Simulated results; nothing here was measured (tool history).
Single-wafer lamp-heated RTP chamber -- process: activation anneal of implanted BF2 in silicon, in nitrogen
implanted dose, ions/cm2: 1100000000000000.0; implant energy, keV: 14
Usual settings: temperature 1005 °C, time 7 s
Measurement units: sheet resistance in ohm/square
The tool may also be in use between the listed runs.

run,hour,temperature,time,wafers since the last listed run,wafers since the last pyrometer calibration,wafers since the reflector plate was cleaned,hours since the gauge calibration,"read-back reference wafer on the same gauge, sheet resistance",sheet resistance
1,0.0,995,7,0,3582,6323,337.2,276.17,260.77
2,71.0,995,7,1464,5047,7787,408.2,276.19,259.69
3,132.5,1005,7,1268,6315,9056,469.7,276.30,238.34
4,192.3,1005,7,1233,7549,10289,529.5,276.74,239.63
5,259.5,1005,7,1386,8935,11675,596.7,276.19,237.54
6,299.5,1005,7,825,9760,12500,636.7,275.85,237.86
# hour 353.2: reflector plate cleaned
7,403.2,1005,7,1973,11734,1030,740.4,276.54,247.76
# hour 458.0: pyrometer window cleaned and pyrometer calibrated
8,458.5,1005,5,975,10,2006,795.7,275.96,264.59
9,538.4,1005,5,1648,1658,3654,875.6,275.61,261.25
10,632.9,1005,5,1949,3607,5603,970.1,275.86,255.75
11,737.6,1005,7,2159,5766,7763,1074.8,276.52,241.97
12,838.7,1005,7,2085,7852,9848,1175.9,276.08,239.76
13,887.8,1005,7,1012,8864,10861,1225.0,276.55,239.10
# hour 962.1: reflector plate cleaned
14,962.6,1005,7,1377,10242,9,1299.8,276.29,246.34
15,1014.3,1005,7,1066,11309,1076,1351.5,276.12,243.70
16,1068.6,1005,7,1120,12429,2196,1405.8,276.14,243.11
17,1116.2,1028,7,981,13411,3177,1453.4,275.84,205.43
# hour 1178.6: pyrometer window cleaned and pyrometer calibrated
18,1208.4,1021,7,1736,614,4914,1545.6,276.59,221.79
19,1266.7,1031,11,1202,1817,6117,1603.9,275.99,185.65
20,1323.5,1005,7,1171,2988,7288,1660.7,276.23,243.01
21,1382.2,1005,7,1210,4199,8499,1719.4,276.03,241.94
22,1468.2,985,3,1773,5973,10273,1805.4,276.29,293.93
23,1565.1,1031,3,1998,7972,12272,1902.3,275.88,228.84
24,1637.0,1005,7,1483,9455,13755,1974.2,276.29,231.94
# hour 1648.8: reflector plate cleaned
# hour 1779.9: gauge calibrated
# hour 1822.7: pyrometer window cleaned and pyrometer calibrated
25,1909.3,1005,7,5286,1785,5207,129.4,275.88,247.66
26,1997.9,978,9,1827,3613,7034,218.0,275.96,281.94
27,2044.0,1005,3,950,4563,7985,264.1,276.28,268.29
28,2088.5,1005,11,917,5481,8903,308.6,276.25,224.30
29,2173.7,997,5,1757,7239,10660,393.8,276.04,264.13
30,2238.2,981,7,1330,8569,11991,458.3,276.54,276.83
31,2274.6,1019,11,750,9320,12742,494.7,276.22,195.98
32,2320.9,981,9,955,10275,13697,541.0,275.72,266.77
# hour 2329.9: reflector plate cleaned
33,2379.6,995,10,1045,11321,1024,599.7,276.17,250.43
# hour 2411.0: pyrometer window cleaned and pyrometer calibrated
34,2486.5,985,4,2039,1558,3064,706.6,275.94,302.09
35,2587.2,1014,4,2077,3635,5141,807.3,276.38,248.88
36,2623.4,1018,6,746,4381,5888,843.5,276.28,229.21
37,2674.9,1005,4,1062,5444,6950,895.0,276.51,259.99

3 ways to go on from here, each from the tool as it stands after run 37. What would each give?
A,2675.3,1005,9,8,5452,6959,895.4,?,?
B,2675.3,996,7,8,5452,6959,895.4,?,?
C,2675.3,986,7,8,5452,6959,895.4,?,?

run,"read-back reference wafer on the same gauge, sheet resistance",sheet resistance
A,275.79,231.39
B,275.79,255.62
C,275.79,272.80
The same runs, with their run-to-run variation unchanged, on a tool lacking any hidden condition would have given:
run,sheet resistance
A,246.33
B,270.84
C,289.25
